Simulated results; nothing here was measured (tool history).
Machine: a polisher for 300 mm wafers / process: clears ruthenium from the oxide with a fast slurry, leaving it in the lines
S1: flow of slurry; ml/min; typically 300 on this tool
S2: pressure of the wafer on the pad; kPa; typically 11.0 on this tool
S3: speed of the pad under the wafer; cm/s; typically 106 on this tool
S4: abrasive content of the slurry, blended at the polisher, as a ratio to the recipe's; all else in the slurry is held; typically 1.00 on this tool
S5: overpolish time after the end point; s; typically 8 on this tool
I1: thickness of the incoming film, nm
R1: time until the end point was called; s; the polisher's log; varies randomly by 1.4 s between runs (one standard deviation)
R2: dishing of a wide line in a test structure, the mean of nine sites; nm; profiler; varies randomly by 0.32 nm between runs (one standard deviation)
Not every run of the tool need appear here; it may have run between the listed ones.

run	day	S1	S2	S3	S4	S5	I1	R1	R2
1	0.000	300	11.0	106	1.00	8	287.9	107.9	14.7
2	2.704	300	11.0	106	1.00	8	287.8	106.7	14.3
# day 4.483: slurry blender recalibrated
3	6.450	300	11.0	106	1.00	8	284.5	106.0	14.4
4	10.392	300	11.0	106	1.00	8	294.3	112.7	14.2
5	12.696	300	11.0	106	1.00	8	288.4	110.2	14.3
6	14.717	300	11.0	132	1.00	8	291.0	97.2	16.3
# day 15.429: slurry nozzle cleaned
# day 23.746: worn pad replaced by a new one, repeated, since the last time left the tool worse
7	23.950	300	11.0	132	1.00	8	284.8	83.7	17.8
# day 24.417: slurry blender recalibrated
8	26.425	300	11.0	132	1.00	8	291.3	87.6	18.6
9	28.125	300	11.0	106	1.00	8	287.2	95.4	15.9
10	30.483	300	11.0	106	1.00	8	290.4	99.0	16.2
11	34.921	235	11.0	106	1.00	8	289.8	103.4	15.5
12	38.562	400	6.9	128	1.00	4	292.4	144.7	5.8
# day 39.304: slurry nozzle cleaned
13	40.175	300	11.0	106	1.10	8	290.3	98.5	16.0
# day 43.888: worn pad replaced by a new one
# day 45.779: slurry blender recalibrated
14	52.083	300	11.0	80	1.00	8	292.0	117.9	13.6
# day 52.250: head pressure recalibrated
15	54.679	405	11.0	106	1.20	8	287.9	90.9	17.2
16	57.262	300	7.6	106	1.10	8	288.1	143.6	11.0
17	59.633	300	11.0	106	1.00	12	290.5	102.4	22.0
# day 61.583: slurry nozzle cleaned
18	63.038	300	13.1	106	0.85	8	288.5	91.9	16.7
19	65.825	300	11.0	106	0.90	8	289.7	111.1	14.5
# day 68.192: worn pad replaced by a new one
20	68.212	300	11.0	90	0.85	4	285.5	111.8	7.0
21	71.688	405	11.0	106	1.20	8	286.2	90.4	17.6
# day 72.154: slurry blender recalibrated
22	75.175	300	11.0	88	1.00	8	288.1	110.6	14.3
23	77.267	270	11.0	126	0.75	8	286.4	101.0	15.7
# day 84.229: slurry nozzle cleaned
24	84.275	300	7.6	106	1.00	4	290.3	148.3	5.7
25	87.129	215	8.3	106	1.00	8	293.9	135.0	11.5
# day 87.958: worn pad replaced by a new one
26	88.700	390	12.4	106	1.00	12	290.8	86.1	25.1
27	92.400	300	11.0	106	1.00	8	290.3	100.1	15.8
28	94.996	300	11.0	106	1.00	8	291.2	98.3	15.9

Consider 4 possible next runs. They are alternatives, not a sequence: every one starts from the tool as it was left by run 28. What does each give?
A	95.017	270	11.0	106	1.00	8	287.3	?	?
B	95.017	345	11.0	70	1.00	10	287.3	?	?
C	95.017	300	11.0	106	0.85	11	287.3	?	?
D	95.017	215	11.0	106	1.00	3	287.3	?	?

run	R1	R2
A	98.5	15.2
B	122.9	15.3
C	104.2	19.3
D	99.8	6.0
Take away the tool's hidden state, keep each run's random variation, and the runs would have read:
run	R1	R2
A	96.4	15.6
B	120.3	15.6
C	101.9	19.7
D	97.6	6.1

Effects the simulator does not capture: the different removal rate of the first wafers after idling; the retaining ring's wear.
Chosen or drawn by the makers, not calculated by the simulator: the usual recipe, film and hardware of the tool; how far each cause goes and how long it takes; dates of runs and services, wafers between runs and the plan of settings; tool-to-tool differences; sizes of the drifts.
